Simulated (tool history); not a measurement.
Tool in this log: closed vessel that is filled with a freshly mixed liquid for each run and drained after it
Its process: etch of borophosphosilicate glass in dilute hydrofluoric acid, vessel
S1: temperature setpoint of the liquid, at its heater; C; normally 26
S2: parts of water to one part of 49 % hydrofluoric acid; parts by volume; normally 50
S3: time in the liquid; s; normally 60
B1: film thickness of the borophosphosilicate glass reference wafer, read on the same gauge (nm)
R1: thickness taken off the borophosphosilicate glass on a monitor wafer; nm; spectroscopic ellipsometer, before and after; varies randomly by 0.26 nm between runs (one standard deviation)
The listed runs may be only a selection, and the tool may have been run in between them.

run   hour  S1  S2  S3     B1     R1
  1    0.0  26  50  60  79.99  52.89
  2   58.5  26  50  60  80.01  52.57
  3  118.9  26  50  60  80.00  52.73
  4  154.7  26  50  60  80.01  52.48
  5  185.1  26  50  30  80.01  26.27
  6  214.2  26  50  30  80.01  26.15
  7  246.1  26  50  35  80.00  30.61
  8  311.7  26  50  60  80.00  52.00
     363.0  -- gauge calibrated
  9  369.2  24  50  60  80.00  47.86
     383.3  -- hydrofluoric acid flow meter replaced
 10  393.3  24  50  60  80.00  47.82
     410.0  -- thermometer replaced
 11  422.0  26  50  60  79.99  54.65
 12  483.2  26  40  80  79.98  91.92
 13  554.5  26  70  60  80.02  37.83

Expected results for the next run?
 14  584.7  26  50  45   ?   ?

B1: 80.00
R1: 40.18 nm
On a tool with no hidden condition, and with the same random variation, this run would have come out at R1 40.43 nm.
